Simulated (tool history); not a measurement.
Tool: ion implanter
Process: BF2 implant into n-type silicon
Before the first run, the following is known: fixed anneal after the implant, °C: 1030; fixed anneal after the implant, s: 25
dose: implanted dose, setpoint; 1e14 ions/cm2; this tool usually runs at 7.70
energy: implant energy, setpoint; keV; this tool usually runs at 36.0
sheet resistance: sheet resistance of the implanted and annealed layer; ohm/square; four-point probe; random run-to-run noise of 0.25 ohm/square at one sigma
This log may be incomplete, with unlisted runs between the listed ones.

run	hour	dose	energy	read-back reference wafer on the same gauge, sheet resistance	sheet resistance
1	0.0	7.70	29.5	137.98	180.05
2	28.8	7.14	43.0	137.98	181.66
3	74.6	7.14	43.0	138.06	181.53
4	139.1	7.14	43.0	138.03	180.94
5	177.7	7.70	36.0	138.10	174.12
6	219.5	7.70	30.5	138.06	178.92
7	249.4	7.70	30.5	138.05	178.67
# hour 276.9: gauge calibrated
8	294.2	7.70	30.5	138.00	178.37
9	326.6	7.70	36.0	138.06	173.94
# hour 377.2: extraction supply calibrated
10	380.8	7.70	36.0	138.02	174.16
# hour 403.7: Faraday cup replaced and dose calibrated
11	433.5	7.70	44.5	138.03	162.94
12	488.0	9.22	40.5	137.97	143.83
13	526.7	7.70	36.0	138.11	168.88
14	575.5	8.36	42.0	137.97	154.91
15	637.0	9.62	25.0	138.05	156.11
16	674.2	8.93	36.0	137.95	151.31
17	712.7	7.70	36.0	138.01	170.49
# hour 743.2: gauge calibrated
18	769.0	6.05	46.0	138.03	203.93
19	806.7	6.67	46.5	138.00	187.44

4 ways to go on from here, each from the tool as it stands after run 19. What would each give?
A	807.1	8.79	36.0	?	?
B	807.1	5.88	36.0	?	?
C	807.1	5.68	32.5	?	?
D	807.1	8.72	33.0	?	?

run	read-back reference wafer on the same gauge, sheet resistance	sheet resistance
A	137.96	153.94
B	137.96	213.95
C	137.96	222.64
D	137.96	157.44
Had the tool no hidden state, the same runs would have come out as:
run	sheet resistance
A	152.25
B	211.28
C	219.89
D	155.75
